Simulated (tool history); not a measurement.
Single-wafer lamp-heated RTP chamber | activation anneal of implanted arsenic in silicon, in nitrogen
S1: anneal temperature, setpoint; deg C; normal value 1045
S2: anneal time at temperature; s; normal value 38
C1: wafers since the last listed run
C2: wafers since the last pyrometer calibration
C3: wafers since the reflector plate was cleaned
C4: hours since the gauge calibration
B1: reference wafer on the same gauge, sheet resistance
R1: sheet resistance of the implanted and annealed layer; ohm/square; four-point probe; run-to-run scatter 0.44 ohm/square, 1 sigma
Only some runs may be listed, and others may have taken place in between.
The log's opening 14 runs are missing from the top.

run,hour,S1,S2,C1,C2,C3,C4,B1,R1
15,372.9,1019,23,340,6092,1085,306.2,87.93,114.67
16,398.3,1045,38,417,6510,1502,331.6,87.95,106.66
17,413,1063,15,241,6751,1744,346.3,87.97,110.36
18,429.6,1045,57,272,7024,2017,362.9,88.01,101.84
19,443.5,1030,32,228,7252,2245,376.8,88,109.62
20,466.8,1045,38,382,7635,2628,400.1,87.92,105.6
21,487.6,1045,38,341,7977,2970,420.9,87.84,105.69
22,514.8,1018,31,447,8424,3417,448.1,88.02,111.87
23,532.8,1074,21,295,8720,3713,466.1,87.88,105.81
# hour 547.8: pyrometer window cleaned and pyrometer calibrated
24,548.6,1016,38,128,13,3841,481.9,87.85,113.14
25,573.3,1045,38,405,419,4247,506.6,87.93,107.48
26,591.1,1071,59,292,712,4540,524.4,88.15,98.46
27,606.3,1073,28,249,962,4790,539.6,88.02,104.55
28,622.8,1045,30,271,1233,5061,556.1,88.02,109.5
29,637,1017,30,233,1466,5294,570.3,87.87,113.86
30,672.6,1026,19,585,2051,5879,605.9,87.96,115.05
31,707.3,1024,38,570,2622,6450,640.6,88,109.98
32,734.1,1045,60,440,3062,6890,667.4,87.96,102.17
33,751.9,1072,56,292,3355,7183,685.2,87.9,98.31
34,809.6,1064,38,948,4303,8131,742.9,88.09,101.5
35,827.1,1023,23,287,4591,8419,760.4,88.21,113.63

Run 36 comes next. What will it give?
# hour 861.5: reflector plate cleaned
36,897.4,1028,29,1024,5615,590,830.7,?,?

B1: 88.09
R1: 110.96 ohm/square
Were there no unlogged condition in the tool, this run, its random variation unchanged, would have produced R1 113.05 ohm/square.
